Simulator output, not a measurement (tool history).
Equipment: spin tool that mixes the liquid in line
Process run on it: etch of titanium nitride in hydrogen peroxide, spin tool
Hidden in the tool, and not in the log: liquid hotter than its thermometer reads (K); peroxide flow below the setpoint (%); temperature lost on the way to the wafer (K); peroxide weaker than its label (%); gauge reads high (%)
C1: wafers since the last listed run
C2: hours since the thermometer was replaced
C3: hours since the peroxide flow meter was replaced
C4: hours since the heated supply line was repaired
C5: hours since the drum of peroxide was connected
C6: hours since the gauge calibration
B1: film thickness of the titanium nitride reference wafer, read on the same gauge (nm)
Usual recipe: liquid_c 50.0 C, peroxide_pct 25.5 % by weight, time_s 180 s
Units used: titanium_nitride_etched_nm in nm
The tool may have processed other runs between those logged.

Run 1, day 0.000: usual settings; C1 0; C2 2012.0; C3 1669.6; C4 568.4; C5 124.5; C6 4002.1; B1 139.99. Result: titanium_nitride_etched_nm 9.59 nm.
Run 2, day 3.079: usual settings but liquid_c 58.0 C; C1 589; C2 2085.9; C3 1743.5; C4 642.3; C5 198.4; C6 4076.0; B1 140.01. Result: titanium_nitride_etched_nm 17.08 nm.
At day 3.150: peroxide flow meter replaced.
Run 3, day 7.212: usual settings; C1 783; C2 2185.1; C3 97.5; C4 741.5; C5 297.6; C6 4175.2; B1 140.01. Result: titanium_nitride_etched_nm 9.67 nm.
At day 9.400: gauge calibrated.
Run 4, day 10.754: usual settings but liquid_c 55.0 C, time_s 225 s; C1 678; C2 2270.1; C3 182.5; C4 826.5; C5 382.6; C6 32.5; B1 140.02. Result: titanium_nitride_etched_nm 17.25 nm.
Run 5, day 12.325: usual settings; C1 300; C2 2307.8; C3 220.2; C4 864.2; C5 420.3; C6 70.2; B1 140.00. Result: titanium_nitride_etched_nm 9.61 nm.
Run 6, day 16.496: usual settings but peroxide_pct 21.0 % by weight, time_s 235 s; C1 799; C2 2407.9; C3 320.3; C4 964.3; C5 520.4; C6 170.3; B1 140.00. Result: titanium_nitride_etched_nm 12.18 nm.
Run 7, day 20.412: usual settings but liquid_c 58.5 C, peroxide_pct 23.0 % by weight, time_s 255 s; C1 750; C2 2501.9; C3 414.3; C4 1058.3; C5 614.4; C6 264.3; B1 139.97. Result: titanium_nitride_etched_nm 24.71 nm.
Run 8, day 23.629: usual settings but liquid_c 41.0 C; C1 616; C2 2579.1; C3 491.5; C4 1135.5; C5 691.6; C6 341.5; B1 140.01. Result: titanium_nitride_etched_nm 5.08 nm.
Run 9, day 28.096: usual settings but peroxide_pct 27.5 % by weight; C1 855; C2 2686.3; C3 598.7; C4 1242.7; C5 798.8; C6 448.7; B1 140.00. Result: titanium_nitride_etched_nm 10.10 nm.
Run 10, day 30.725: usual settings; C1 503; C2 2749.4; C3 661.8; C4 1305.8; C5 861.9; C6 511.8; B1 139.99. Result: titanium_nitride_etched_nm 10.03 nm.
At day 31.542: new drum of peroxide connected.
Run 11, day 32.579: usual settings but liquid_c 53.5 C; C1 347; C2 2793.9; C3 706.3; C4 1350.3; C5 24.9; C6 556.3; B1 140.01. Result: titanium_nitride_etched_nm 12.62 nm.
Run 12, day 34.279: usual settings but liquid_c 55.5 C, time_s 135 s; C1 325; C2 2834.7; C3 747.1; C4 1391.1; C5 65.7; C6 597.1; B1 140.02. Result: titanium_nitride_etched_nm 10.75 nm.
Run 13, day 38.017: usual settings but liquid_c 55.0 C, peroxide_pct 30.0 % by weight, time_s 150 s; C1 716; C2 2924.4; C3 836.8; C4 1480.8; C5 155.4; C6 686.8; B1 139.99. Result: titanium_nitride_etched_nm 12.02 nm.
Run 14, day 39.800: usual settings; C1 341; C2 2967.2; C3 879.6; C4 1523.6; C5 198.2; C6 729.6; B1 140.00. Result: titanium_nitride_etched_nm 9.92 nm.
Run 15, day 43.108: usual settings; C1 633; C2 3046.6; C3 959.0; C4 1603.0; C5 277.6; C6 809.0; B1 139.98. Result: titanium_nitride_etched_nm 9.93 nm.
Run 16, day 46.775: usual settings but time_s 220 s; C1 702; C2 3134.6; C3 1047.0; C4 1691.0; C5 365.6; C6 897.0; B1 140.00. Result: titanium_nitride_etched_nm 12.22 nm.
At day 47.279: thermometer replaced.
Run 17, day 56.404: usual settings; C1 1836; C2 219.0; C3 1278.1; C4 1922.1; C5 596.7; C6 1128.1; B1 140.01. Result: titanium_nitride_etched_nm 9.31 nm.
Run 18, day 58.629: usual settings but liquid_c 55.0 C, peroxide_pct 30.0 % by weight, time_s 150 s; C1 426; C2 272.4; C3 1331.5; C4 1975.5; C5 650.1; C6 1181.5; B1 140.00. Result: titanium_nitride_etched_nm 11.34 nm.
Run 19, day 61.496: usual settings but peroxide_pct 28.5 % by weight; C1 549; C2 341.2; C3 1400.3; C4 2044.3; C5 718.9; C6 1250.3; B1 139.99. Result: titanium_nitride_etched_nm 9.59 nm.
At day 62.038: new drum of peroxide connected.
Run 20, day 63.258: usual settings; C1 329; C2 383.5; C3 1442.6; C4 2086.6; C5 29.3; C6 1292.6; B1 140.00. Result: titanium_nitride_etched_nm 9.28 nm.
Run 21, day 76.525: usual settings but liquid_c 56.5 C, peroxide_pct 30.0 % by weight, time_s 220 s; C1 2541; C2 701.9; C3 1761.0; C4 2405.0; C5 347.7; C6 1611.0; B1 140.01. Result: titanium_nitride_etched_nm 18.87 nm.
Run 22, day 80.121: usual settings but liquid_c 44.5 C, peroxide_pct 27.5 % by weight, time_s 225 s; C1 688; C2 788.2; C3 1847.3; C4 2491.3; C5 434.0; C6 1697.3; B1 139.98. Result: titanium_nitride_etched_nm 8.08 nm.
Run 23, day 82.708: usual settings but peroxide_pct 30.0 % by weight, time_s 100 s; C1 495; C2 850.3; C3 1909.4; C4 2553.4; C5 496.1; C6 1759.4; B1 140.01. Result: titanium_nitride_etched_nm 5.43 nm.
At day 84.804: peroxide flow meter replaced.
Run 24, day 86.846: usual settings but peroxide_pct 30.0 % by weight; C1 784; C2 949.6; C3 49.0; C4 2652.7; C5 595.4; C6 1858.7; B1 140.01. Result: titanium_nitride_etched_nm 9.80 nm.

Consider 5 possible next runs. They are alternatives, not a sequence: every one starts from the tool as it was left by run 24. What does each give?
Run A, day 86.867: usual settings but liquid_c 46.0 C; C1 3; C2 950.1; C3 49.5; C4 2653.2; C5 595.9; C6 1859.2; B1 ?. Result: titanium_nitride_etched_nm ?.
Run B, day 86.867: usual settings but liquid_c 59.5 C; C1 3; C2 950.1; C3 49.5; C4 2653.2; C5 595.9; C6 1859.2; B1 ?. Result: titanium_nitride_etched_nm ?.
Run C, day 86.867: usual settings but liquid_c 54.5 C; C1 3; C2 950.1; C3 49.5; C4 2653.2; C5 595.9; C6 1859.2; B1 ?. Result: titanium_nitride_etched_nm ?.
Run D, day 86.867: usual settings but peroxide_pct 19.0 % by weight; C1 3; C2 950.1; C3 49.5; C4 2653.2; C5 595.9; C6 1859.2; B1 ?. Result: titanium_nitride_etched_nm ?.
Run E, day 86.867: usual settings but liquid_c 55.5 C, peroxide_pct 30.0 % by weight; C1 3; C2 950.1; C3 49.5; C4 2653.2; C5 595.9; C6 1859.2; B1 ?. Result: titanium_nitride_etched_nm ?.

run      B1  titanium_nitride_etched_nm
  A  140.02                        7.05
  B  140.02                       18.36
  C  140.02                       13.00
  D  140.02                        8.86
  E  140.02                       14.45
Stripped of hidden state, with their random variation kept, the same runs would have yielded:
run  titanium_nitride_etched_nm
  A                        6.89
  B                       17.98
  C                       12.72
  D                        8.66
  E                       14.14
